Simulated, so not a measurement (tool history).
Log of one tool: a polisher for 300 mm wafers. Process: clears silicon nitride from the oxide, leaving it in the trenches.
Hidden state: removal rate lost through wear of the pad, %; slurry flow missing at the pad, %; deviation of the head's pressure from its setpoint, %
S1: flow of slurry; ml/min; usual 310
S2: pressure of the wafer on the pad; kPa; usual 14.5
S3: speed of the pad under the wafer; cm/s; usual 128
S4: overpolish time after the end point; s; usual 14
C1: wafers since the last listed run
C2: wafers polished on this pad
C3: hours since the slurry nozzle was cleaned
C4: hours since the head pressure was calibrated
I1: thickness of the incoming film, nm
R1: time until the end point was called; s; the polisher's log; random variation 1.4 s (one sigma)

Run 1, day 0.000: usual settings but S3 142 cm/s, S4 9 s; C1 0; C2 481; C3 421.4; C4 166.8; I1 74.9. Result: R1 67.9 s.
Run 2, day 1.071: usual settings but S3 142 cm/s, S4 9 s; C1 140; C2 622; C3 447.1; C4 192.5; I1 75.4. Result: R1 71.6 s.
Run 3, day 2.142: usual settings; C1 140; C2 762; C3 472.8; C4 218.2; I1 74.6. Result: R1 76.0 s.
Run 4, day 3.354: usual settings; C1 158; C2 921; C3 501.9; C4 247.3; I1 76.3. Result: R1 79.4 s.
At day 3.871: slurry nozzle cleaned.
At day 3.958: worn pad replaced by a new one.
Run 5, day 4.379: usual settings; C1 117; C2 54; C3 12.2; C4 271.9; I1 75.1. Result: R1 74.4 s.
Run 6, day 5.850: usual settings but S4 16 s; C1 192; C2 247; C3 47.5; C4 307.2; I1 74.8. Result: R1 70.9 s.
Run 7, day 7.167: usual settings; C1 172; C2 420; C3 79.1; C4 338.8; I1 75.0. Result: R1 74.1 s.
Run 8, day 8.125: usual settings; C1 125; C2 545; C3 102.1; C4 361.8; I1 76.0. Result: R1 72.7 s.
Run 9, day 8.833: usual settings but S1 240 ml/min; C1 92; C2 638; C3 119.1; C4 378.8; I1 73.7. Result: R1 74.4 s.
Run 10, day 10.088: usual settings but S1 240 ml/min; C1 164; C2 803; C3 149.2; C4 408.9; I1 74.3. Result: R1 73.1 s.
Run 11, day 11.033: usual settings but S1 240 ml/min; C1 123; C2 927; C3 171.9; C4 431.6; I1 74.9. Result: R1 72.4 s.
At day 11.662: worn pad replaced by a new one.
At day 11.679: head pressure recalibrated.
Run 12, day 11.879: usual settings but S2 12.4 kPa; C1 86; C2 25; C3 192.2; C4 4.8; I1 75.8. Result: R1 92.3 s.
Run 13, day 12.888: usual settings but S2 12.4 kPa; C1 132; C2 158; C3 216.4; C4 29.0; I1 75.6. Result: R1 91.4 s.
Run 14, day 14.121: usual settings but S3 140 cm/s; C1 161; C2 319; C3 246.0; C4 58.6; I1 75.8. Result: R1 73.6 s.
Run 15, day 15.312: usual settings; C1 156; C2 476; C3 274.6; C4 87.2; I1 74.4. Result: R1 77.8 s.
Run 16, day 17.008: usual settings; C1 222; C2 698; C3 315.3; C4 127.9; I1 75.1. Result: R1 78.7 s.
Run 17, day 17.671: usual settings but S4 19 s; C1 86; C2 785; C3 331.2; C4 143.8; I1 76.0. Result: R1 82.7 s.
Run 18, day 18.600: usual settings but S4 21 s; C1 121; C2 906; C3 353.5; C4 166.1; I1 76.3. Result: R1 81.3 s.
Run 19, day 19.538: usual settings; C1 122; C2 1029; C3 376.0; C4 188.6; I1 75.4. Result: R1 78.4 s.
At day 20.271: worn pad replaced by a new one.
Run 20, day 20.292: usual settings but S1 405 ml/min, S3 88 cm/s; C1 77; C2 2; C3 394.1; C4 206.7; I1 75.4. Result: R1 106.8 s.
Run 21, day 21.350: usual settings but S2 19.3 kPa, S3 98 cm/s; C1 138; C2 141; C3 419.5; C4 232.1; I1 75.0. Result: R1 75.0 s.
Run 22, day 21.942: usual settings but S1 230 ml/min, S3 114 cm/s; C1 77; C2 218; C3 433.7; C4 246.3; I1 75.1. Result: R1 84.8 s.
Run 23, day 22.521: usual settings but S1 265 ml/min, S2 17.9 kPa, S3 142 cm/s, S4 19 s; C1 75; C2 294; C3 447.6; C4 260.2; I1 76.2. Result: R1 58.2 s.
Run 24, day 23.083: usual settings but S1 280 ml/min; C1 73; C2 368; C3 461.1; C4 273.7; I1 74.9. Result: R1 78.1 s.
Run 25, day 24.250: usual settings but S1 395 ml/min, S3 162 cm/s; C1 152; C2 521; C3 489.1; C4 301.7; I1 73.9. Result: R1 60.5 s.
At day 25.058: slurry nozzle cleaned.
Run 26, day 25.312: usual settings but S2 11.7 kPa, S3 166 cm/s; C1 133; C2 655; C3 6.1; C4 327.2; I1 74.1. Result: R1 71.9 s.
Run 27, day 25.938: usual settings but S1 275 ml/min, S2 15.9 kPa, S3 158 cm/s; C1 81; C2 737; C3 21.1; C4 342.2; I1 74.7. Result: R1 56.8 s.
Run 28, day 27.396: usual settings but S1 350 ml/min, S4 11 s; C1 191; C2 928; C3 56.1; C4 377.2; I1 76.1. Result: R1 75.8 s.
At day 28.188: worn pad replaced by a new one.
Run 29, day 28.792: usual settings; C1 161; C2 79; C3 89.6; C4 410.7; I1 74.7. Result: R1 72.3 s.
Run 30, day 29.446: usual settings but S4 12 s; C1 85; C2 165; C3 105.3; C4 426.4; I1 74.5. Result: R1 70.0 s.
At day 30.617: head pressure recalibrated.
Run 31, day 30.638: usual settings; C1 145; C2 310; C3 133.9; C4 0.5; I1 75.6. Result: R1 78.0 s.
Run 32, day 31.996: usual settings but S1 230 ml/min, S3 108 cm/s, S4 20 s; C1 178; C2 488; C3 166.5; C4 33.1; I1 73.7. Result: R1 90.5 s.
Run 33, day 33.233: usual settings; C1 162; C2 650; C3 196.2; C4 62.8; I1 76.1. Result: R1 82.0 s.
Run 34, day 34.121: usual settings but S3 106 cm/s, S4 9 s; C1 116; C2 767; C3 217.5; C4 84.1; I1 75.9. Result: R1 93.3 s.
At day 35.458: worn pad replaced by a new one.
Run 35, day 35.479: usual settings but S4 8 s; C1 156; C2 2; C3 250.1; C4 116.7; I1 74.6. Result: R1 79.8 s.
Run 36, day 36.442: usual settings but S1 230 ml/min, S3 114 cm/s; C1 126; C2 128; C3 273.2; C4 139.8; I1 75.3. Result: R1 87.2 s.
Run 37, day 37.117: usual settings but S3 158 cm/s; C1 88; C2 217; C3 289.4; C4 156.0; I1 74.7. Result: R1 62.7 s.

Forecast each of these 4 alternatives for the next run:
Run A, day 37.133: usual settings but S2 11.7 kPa; C1 2; C2 219; C3 289.8; C4 156.4; I1 74.5. Result: R1 ?.
Run B, day 37.133: usual settings but S1 235 ml/min, S2 12.4 kPa, S4 10 s; C1 2; C2 219; C3 289.8; C4 156.4; I1 74.5. Result: R1 ?.
Run C, day 37.133: usual settings but S2 10.3 kPa, S3 110 cm/s, S4 18 s; C1 2; C2 219; C3 289.8; C4 156.4; I1 74.5. Result: R1 ?.
Run D, day 37.133: usual settings but S4 10 s; C1 2; C2 219; C3 289.8; C4 156.4; I1 74.5. Result: R1 ?.

run     R1
  A   95.5
  B   92.0
  C  122.7
  D   77.7
Without the tool's hidden state the same runs would have given:
run     R1
  A   95.9
  B   92.5
  C  123.2
  D   78.1
